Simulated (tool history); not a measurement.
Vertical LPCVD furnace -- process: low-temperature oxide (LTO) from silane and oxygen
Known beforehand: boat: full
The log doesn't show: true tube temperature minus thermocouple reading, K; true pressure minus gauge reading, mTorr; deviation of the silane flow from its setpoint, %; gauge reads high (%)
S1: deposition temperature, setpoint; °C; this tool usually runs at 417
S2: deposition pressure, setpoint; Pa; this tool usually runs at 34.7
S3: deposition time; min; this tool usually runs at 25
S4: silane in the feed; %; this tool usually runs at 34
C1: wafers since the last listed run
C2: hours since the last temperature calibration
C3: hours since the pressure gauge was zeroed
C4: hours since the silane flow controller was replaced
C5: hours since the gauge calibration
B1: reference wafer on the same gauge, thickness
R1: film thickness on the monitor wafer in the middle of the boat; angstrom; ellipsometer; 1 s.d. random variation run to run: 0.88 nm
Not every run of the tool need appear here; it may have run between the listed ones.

{"run": 1, "hour": 0.0, "S1": 412, "S2": 34.7, "S3": 25, "S4": 37, "C1": 0, "C2": 3586.6, "C3": 1658.1, "C4": 2186.2, "C5": 421.7, "B1": 243.7, "R1": 2707.2}
{"run": 2, "hour": 40.6, "S1": 417, "S2": 34.7, "S3": 25, "S4": 34, "C1": 691, "C2": 3627.2, "C3": 1698.7, "C4": 2226.8, "C5": 462.3, "B1": 244.14, "R1": 2571.2}
{"run": 3, "hour": 53.1, "S1": 417, "S2": 34.7, "S3": 25, "S4": 34, "C1": 213, "C2": 3639.7, "C3": 1711.2, "C4": 2239.3, "C5": 474.8, "B1": 243.79, "R1": 2587.2}
{"run": 4, "hour": 69.0, "S1": 417, "S2": 34.7, "S3": 25, "S4": 34, "C1": 270, "C2": 3655.6, "C3": 1727.1, "C4": 2255.2, "C5": 490.7, "B1": 244.02, "R1": 2593.6}
{"run": 5, "hour": 87.9, "S1": 420, "S2": 34.7, "S3": 25, "S4": 34, "C1": 322, "C2": 3674.5, "C3": 1746, "C4": 2274.1, "C5": 509.6, "B1": 244.06, "R1": 2662.6}
{"run": 6, "hour": 101.1, "S1": 417, "S2": 34.7, "S3": 25, "S4": 34, "C1": 224, "C2": 3687.7, "C3": 1759.2, "C4": 2287.3, "C5": 522.8, "B1": 243.62, "R1": 2579.6}
{"run": 7, "hour": 113.4, "S1": 417, "S2": 34.7, "S3": 25, "S4": 34, "C1": 209, "C2": 3700, "C3": 1771.5, "C4": 2299.6, "C5": 535.1, "B1": 243.86, "R1": 2575.3}
{"hour": 124.6, "done": "gauge calibrated"}
{"hour": 146.2, "done": "silane flow controller replaced"}
{"run": 8, "hour": 146.7, "S1": 417, "S2": 34.7, "S3": 25, "S4": 34, "C1": 158, "C2": 3733.3, "C3": 1804.8, "C4": 0.5, "C5": 22.1, "B1": 244.12, "R1": 2589.7}
{"run": 9, "hour": 151.7, "S1": 405, "S2": 26.7, "S3": 25, "S4": 34, "C1": 85, "C2": 3738.3, "C3": 1809.8, "C4": 5.5, "C5": 27.1, "B1": 244.09, "R1": 1704.6}
{"run": 10, "hour": 162.3, "S1": 417, "S2": 34.7, "S3": 19, "S4": 30, "C1": 180, "C2": 3748.9, "C3": 1820.4, "C4": 16.1, "C5": 37.7, "B1": 244.39, "R1": 1648.4}
{"run": 11, "hour": 178.7, "S1": 417, "S2": 34.7, "S3": 31, "S4": 40, "C1": 279, "C2": 3765.3, "C3": 1836.8, "C4": 32.5, "C5": 54.1, "B1": 244.19, "R1": 3883.9}
{"run": 12, "hour": 191.6, "S1": 423, "S2": 34.7, "S3": 25, "S4": 34, "C1": 219, "C2": 3778.2, "C3": 1849.7, "C4": 45.4, "C5": 67, "B1": 244.08, "R1": 2753.5}
{"hour": 231.6, "done": "thermocouples replaced and temperature profile calibrated"}
{"run": 13, "hour": 232.1, "S1": 417, "S2": 34.7, "S3": 34, "S4": 34, "C1": 281, "C2": 0.5, "C3": 1890.2, "C4": 85.9, "C5": 107.5, "B1": 243.99, "R1": 3490.8}
{"run": 14, "hour": 237.2, "S1": 417, "S2": 34.7, "S3": 25, "S4": 34, "C1": 86, "C2": 5.6, "C3": 1895.3, "C4": 91, "C5": 112.6, "B1": 244.01, "R1": 2570.2}
{"run": 15, "hour": 242.2, "S1": 417, "S2": 34.7, "S3": 25, "S4": 34, "C1": 21, "C2": 10.6, "C3": 1900.3, "C4": 96, "C5": 117.6, "B1": 243.81, "R1": 2570.4}
{"hour": 262.5, "done": "pressure gauge zeroed"}
{"run": 16, "hour": 263.0, "S1": 421, "S2": 28, "S3": 32.5, "S4": 27, "C1": 8, "C2": 31.4, "C3": 0.5, "C4": 116.8, "C5": 138.4, "B1": 243.92, "R1": 2123.8}
{"run": 17, "hour": 268.0, "S1": 420, "S2": 42, "S3": 20.5, "S4": 31, "C1": 85, "C2": 36.4, "C3": 5.5, "C4": 121.8, "C5": 143.4, "B1": 243.64, "R1": 2436.6}
{"run": 18, "hour": 276.9, "S1": 417, "S2": 41.3, "S3": 25, "S4": 34, "C1": 151, "C2": 45.3, "C3": 14.4, "C4": 130.7, "C5": 152.3, "B1": 243.86, "R1": 3185.2}
{"run": 19, "hour": 291.4, "S1": 417, "S2": 42, "S3": 31.5, "S4": 34, "C1": 247, "C2": 59.8, "C3": 28.9, "C4": 145.2, "C5": 166.8, "B1": 244.11, "R1": 4099.2}
{"run": 20, "hour": 312.2, "S1": 417, "S2": 34.7, "S3": 25, "S4": 34, "C1": 354, "C2": 80.6, "C3": 49.7, "C4": 166, "C5": 187.6, "B1": 244.13, "R1": 2675.9}
{"run": 21, "hour": 329.2, "S1": 406, "S2": 34.7, "S3": 29, "S4": 34, "C1": 289, "C2": 97.6, "C3": 66.7, "C4": 183, "C5": 204.6, "B1": 243.97, "R1": 2736.5}
{"run": 22, "hour": 340.3, "S1": 417, "S2": 34.7, "S3": 25, "S4": 34, "C1": 189, "C2": 108.7, "C3": 77.8, "C4": 194.1, "C5": 215.7, "B1": 244.17, "R1": 2658}
{"run": 23, "hour": 352.4, "S1": 417, "S2": 34.7, "S3": 25, "S4": 34, "C1": 206, "C2": 120.8, "C3": 89.9, "C4": 206.2, "C5": 227.8, "B1": 244.2, "R1": 2657.5}
{"run": 24, "hour": 380.3, "S1": 423, "S2": 43.3, "S3": 25, "S4": 34, "C1": 475, "C2": 148.7, "C3": 117.8, "C4": 234.1, "C5": 255.7, "B1": 243.86, "R1": 3535.7}
{"run": 25, "hour": 399.7, "S1": 410, "S2": 34.7, "S3": 16, "S4": 37, "C1": 330, "C2": 168.1, "C3": 137.2, "C4": 253.5, "C5": 275.1, "B1": 243.83, "R1": 1751.4}
{"run": 26, "hour": 419.9, "S1": 424, "S2": 40.7, "S3": 31, "S4": 36, "C1": 344, "C2": 188.3, "C3": 157.4, "C4": 273.7, "C5": 295.3, "B1": 244, "R1": 4514.8}
{"run": 27, "hour": 440.3, "S1": 417, "S2": 34.7, "S3": 25, "S4": 34, "C1": 347, "C2": 208.7, "C3": 177.8, "C4": 294.1, "C5": 315.7, "B1": 243.84, "R1": 2635.9}
{"run": 28, "hour": 449.1, "S1": 417, "S2": 34.7, "S3": 25, "S4": 34, "C1": 149, "C2": 217.5, "C3": 186.6, "C4": 302.9, "C5": 324.5, "B1": 244.12, "R1": 2646.5}
{"run": 29, "hour": 461.4, "S1": 417, "S2": 34.7, "S3": 25, "S4": 34, "C1": 209, "C2": 229.8, "C3": 198.9, "C4": 315.2, "C5": 336.8, "B1": 244.13, "R1": 2649.5}
{"run": 30, "hour": 471.2, "S1": 417, "S2": 34.7, "S3": 25, "S4": 34, "C1": 167, "C2": 239.6, "C3": 208.7, "C4": 325, "C5": 346.6, "B1": 244.26, "R1": 2648.1}

Here are 5 independent what-if runs from the current tool condition. What would each one return?
{"run": "A", "hour": 476.3, "S1": 417, "S2": 34.7, "S3": 25, "S4": 32, "C1": 86, "C2": 244.7, "C3": 213.8, "C4": 330.1, "C5": 351.7, "B1": "?", "R1": "?"}
{"run": "B", "hour": 476.3, "S1": 429, "S2": 30, "S3": 17, "S4": 40, "C1": 86, "C2": 244.7, "C3": 213.8, "C4": 330.1, "C5": 351.7, "B1": "?", "R1": "?"}
{"run": "C", "hour": 476.3, "S1": 417, "S2": 38.7, "S3": 25, "S4": 39, "C1": 86, "C2": 244.7, "C3": 213.8, "C4": 330.1, "C5": 351.7, "B1": "?", "R1": "?"}
{"run": "D", "hour": 476.3, "S1": 428, "S2": 30, "S3": 32, "S4": 34, "C1": 86, "C2": 244.7, "C3": 213.8, "C4": 330.1, "C5": 351.7, "B1": "?", "R1": "?"}
{"run": "E", "hour": 476.3, "S1": 409, "S2": 27.3, "S3": 18.5, "S4": 27, "C1": 86, "C2": 244.7, "C3": 213.8, "C4": 330.1, "C5": 351.7, "B1": "?", "R1": "?"}

run=A B1=243.86 R1=2432
run=B B1=243.86 R1=2130.3
run=C B1=243.86 R1=3497.9
run=D B1=243.86 R1=3270.2
run=E B1=243.86 R1=1007.2
With no hidden state in the tool, these same runs would have given:
run=A R1=2493.8
run=B R1=2193.1
run=C R1=3577.3
run=D R1=3366.5
run=E R1=1039.8
